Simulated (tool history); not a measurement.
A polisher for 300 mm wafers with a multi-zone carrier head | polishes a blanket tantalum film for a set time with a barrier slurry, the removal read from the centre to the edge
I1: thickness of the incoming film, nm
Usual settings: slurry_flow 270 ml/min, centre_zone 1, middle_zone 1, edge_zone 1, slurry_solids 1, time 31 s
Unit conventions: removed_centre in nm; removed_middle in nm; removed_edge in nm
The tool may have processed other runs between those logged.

Run 1, hour 0: usual settings but slurry_flow 205 ml/min, edge_zone 1.06, slurry_solids 0.7, time 21 s; I1 247.8. Result: removed_centre 26.3 nm, removed_middle 29.8 nm, removed_edge 29.1 nm.
Run 2, hour 16.1: usual settings but edge_zone 1.12, time 38 s; I1 250.8. Result: removed_centre 56.5 nm, removed_middle 63.3 nm, removed_edge 64.3 nm.
At hour 28.9: edge zone pressure recalibrated.
Run 3, hour 29.3: usual settings but slurry_flow 245 ml/min, slurry_solids 0.8, time 21 s; I1 250.3. Result: removed_centre 28.6 nm, removed_middle 32.3 nm, removed_edge 30.7 nm.
Run 4, hour 40.6: usual settings but slurry_flow 185 ml/min, slurry_solids 0.8; I1 250.6. Result: removed_centre 40.5 nm, removed_middle 45.1 nm, removed_edge 43 nm.
At hour 52.9: centre zone pressure recalibrated.
Run 5, hour 54.4: usual settings but centre_zone 1.11; I1 252.1. Result: removed_centre 55.7 nm, removed_middle 52.3 nm, removed_edge 49 nm.
At hour 62.1: worn pad replaced by a new one.
Run 6, hour 62.6: usual settings but centre_zone 0.91; I1 251. Result: removed_centre 46.1 nm, removed_middle 51.3 nm, removed_edge 49 nm.
Run 7, hour 72.9: usual settings but centre_zone 1.05, slurry_solids 0.9; I1 249.8. Result: removed_centre 50.4 nm, removed_middle 50.3 nm, removed_edge 47.5 nm.
At hour 85.3: slurry nozzle cleaned.
At hour 86.5: carrier head's membrane replaced by a new one.
Run 8, hour 87: usual settings but slurry_flow 185 ml/min, slurry_solids 0.8; I1 250.7. Result: removed_centre 43.1 nm, removed_middle 46.2 nm, removed_edge 43.8 nm.
Run 9, hour 103.7: usual settings; I1 252.7. Result: removed_centre 50.8 nm, removed_middle 51.4 nm, removed_edge 48.5 nm.
Run 10, hour 116.9: usual settings but slurry_solids 0.75; I1 251.6. Result: removed_centre 44.5 nm, removed_middle 47.6 nm, removed_edge 44.4 nm.
Run 11, hour 133.6: usual settings; I1 251.4. Result: removed_centre 49.8 nm, removed_middle 52.1 nm, removed_edge 48.5 nm.
Run 12, hour 170.7: usual settings but slurry_flow 215 ml/min, centre_zone 1.08, slurry_solids 0.8; I1 252.1. Result: removed_centre 48.1 nm, removed_middle 45.9 nm, removed_edge 44 nm.
At hour 176.2: worn pad replaced by a new one.
Run 13, hour 187.6: usual settings but centre_zone 1.05, slurry_solids 0.9; I1 249.5. Result: removed_centre 49.7 nm, removed_middle 50.2 nm, removed_edge 47.4 nm.
Run 14, hour 194.5: usual settings but time 22 s; I1 252.5. Result: removed_centre 34.5 nm, removed_middle 36.7 nm, removed_edge 34.7 nm.
Run 15, hour 211.2: usual settings but middle_zone 1.04; I1 251. Result: removed_centre 48.9 nm, removed_middle 53.4 nm, removed_edge 48.6 nm.
Run 16, hour 225.8: usual settings; I1 245.4. Result: removed_centre 49.5 nm, removed_middle 51.4 nm, removed_edge 48.4 nm.
Run 17, hour 237.2: usual settings but slurry_flow 215 ml/min, time 40 s; I1 253.3. Result: removed_centre 61.9 nm, removed_middle 64 nm, removed_edge 62 nm.
Run 18, hour 248.4: usual settings but edge_zone 1.07, slurry_solids 1.2; I1 247. Result: removed_centre 51.6 nm, removed_middle 53.5 nm, removed_edge 53.7 nm.
Run 19, hour 262.5: usual settings but centre_zone 1.04, middle_zone 0.93; I1 254.4. Result: removed_centre 50.9 nm, removed_middle 48.5 nm, removed_edge 49.3 nm.
Run 20, hour 277.3: usual settings but slurry_flow 230 ml/min, time 42 s; I1 249. Result: removed_centre 64.4 nm, removed_middle 68.6 nm, removed_edge 65.4 nm.
Run 21, hour 291.2: usual settings but centre_zone 0.95, edge_zone 1.07, slurry_solids 0.85, time 34 s; I1 250.1. Result: removed_centre 49 nm, removed_middle 53.5 nm, removed_edge 52.4 nm.
At hour 309.6: worn pad replaced by a new one.
Run 22, hour 310.1: usual settings but centre_zone 0.93, middle_zone 0.9; I1 250.4. Result: removed_centre 45.5 nm, removed_middle 47.2 nm, removed_edge 49.3 nm.

What the log doesn't show, run by run:
removal rate lost through wear of the pad, %: 0 at every run
slurry flow missing at the pad, %: 0 at every run
deviation of the edge zone's pressure from its setpoint, %: 0 at every run
H1: deviation of the centre zone's pressure from its setpoint, %
run       H1
  1    -7.71
  2    -7.92
  3    -8.09
  4    -8.23
  5    0.419
  6    0.315
  7    0.184
  8  0.00483
  9   -0.207
 10   -0.375
 11   -0.587
 12    -1.06
 13    -1.27
 14    -1.36
 15    -1.57
 16    -1.76
 17     -1.9
 18    -2.05
 19    -2.23
 20    -2.41
 21    -2.59
 22    -2.83
